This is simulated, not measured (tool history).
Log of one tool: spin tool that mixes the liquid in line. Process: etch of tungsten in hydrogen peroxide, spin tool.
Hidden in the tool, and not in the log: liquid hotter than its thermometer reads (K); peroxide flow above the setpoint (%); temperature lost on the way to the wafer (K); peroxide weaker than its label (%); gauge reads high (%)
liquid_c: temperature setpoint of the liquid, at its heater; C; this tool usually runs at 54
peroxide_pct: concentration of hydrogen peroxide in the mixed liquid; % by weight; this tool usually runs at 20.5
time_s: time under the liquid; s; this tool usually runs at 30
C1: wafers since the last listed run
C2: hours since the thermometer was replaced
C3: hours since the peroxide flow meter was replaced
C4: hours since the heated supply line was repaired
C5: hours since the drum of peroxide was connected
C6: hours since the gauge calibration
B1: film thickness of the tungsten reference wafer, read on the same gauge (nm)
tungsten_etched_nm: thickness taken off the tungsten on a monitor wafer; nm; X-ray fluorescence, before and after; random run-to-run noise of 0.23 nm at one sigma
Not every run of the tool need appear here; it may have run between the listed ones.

Run 1, hour 0: usual settings; C1 0; C2 675; C3 1393.9; C4 2095.1; C5 110.5; C6 211.9; B1 60.02. Result: tungsten_etched_nm 28.18 nm.
Run 2, hour 18.6: usual settings; C1 144; C2 693.6; C3 1412.5; C4 2113.7; C5 129.1; C6 230.5; B1 60.01. Result: tungsten_etched_nm 28.27 nm.
At hour 28: gauge calibrated.
Run 3, hour 36.6: usual settings; C1 140; C2 711.6; C3 1430.5; C4 2131.7; C5 147.1; C6 8.6; B1 59.99. Result: tungsten_etched_nm 27.98 nm.
Run 4, hour 51.6: usual settings; C1 116; C2 726.6; C3 1445.5; C4 2146.7; C5 162.1; C6 23.6; B1 60. Result: tungsten_etched_nm 28.08 nm.
Run 5, hour 111.7: usual settings; C1 468; C2 786.7; C3 1505.6; C4 2206.8; C5 222.2; C6 83.7; B1 60.01. Result: tungsten_etched_nm 28.22 nm.
Run 6, hour 141.4: usual settings; C1 231; C2 816.4; C3 1535.3; C4 2236.5; C5 251.9; C6 113.4; B1 60. Result: tungsten_etched_nm 28.29 nm.
At hour 199.2: peroxide flow meter replaced.
At hour 207.5: new drum of peroxide connected.
Run 7, hour 209.1: usual settings but time_s 45 s; C1 511; C2 884.1; C3 9.9; C4 2304.2; C5 1.6; C6 181.1; B1 60. Result: tungsten_etched_nm 42.83 nm.
At hour 265.6: heated supply line repaired.
Run 8, hour 291.6: usual settings but time_s 45 s; C1 635; C2 966.6; C3 92.4; C4 26; C5 84.1; C6 263.6; B1 60.01. Result: tungsten_etched_nm 54.52 nm.
At hour 301.4: thermometer replaced.
At hour 308.3: gauge calibrated.
Run 9, hour 308.3: usual settings; C1 122; C2 6.9; C3 109.1; C4 42.7; C5 100.8; C6 0; B1 60. Result: tungsten_etched_nm 31.67 nm.
Run 10, hour 334.4: usual settings but liquid_c 47.5 C; C1 203; C2 33; C3 135.2; C4 68.8; C5 126.9; C6 26.1; B1 60.01. Result: tungsten_etched_nm 21.01 nm.
Run 11, hour 360.6: usual settings but peroxide_pct 18.5 % by weight, time_s 50 s; C1 204; C2 59.2; C3 161.4; C4 95; C5 153.1; C6 52.3; B1 60. Result: tungsten_etched_nm 49.66 nm.
Run 12, hour 380.5: usual settings; C1 155; C2 79.1; C3 181.3; C4 114.9; C5 173; C6 72.2; B1 60.02. Result: tungsten_etched_nm 31.45 nm.
Run 13, hour 413.3: usual settings but liquid_c 46.5 C; C1 255; C2 111.9; C3 214.1; C4 147.7; C5 205.8; C6 105; B1 60. Result: tungsten_etched_nm 20.27 nm.

Run 14 comes next. What will it give?
Run 14, hour 437.2: usual settings but liquid_c 57.5 C, time_s 20 s; C1 186; C2 135.8; C3 238; C4 171.6; C5 229.7; C6 128.9; B1 ?. Result: tungsten_etched_nm ?.

Logged for run 14: B1 60, tungsten_etched_nm 26.29 nm.
With the hidden condition absent and the run-to-run variation left alone, this run would have shown tungsten_etched_nm 26.33 nm.

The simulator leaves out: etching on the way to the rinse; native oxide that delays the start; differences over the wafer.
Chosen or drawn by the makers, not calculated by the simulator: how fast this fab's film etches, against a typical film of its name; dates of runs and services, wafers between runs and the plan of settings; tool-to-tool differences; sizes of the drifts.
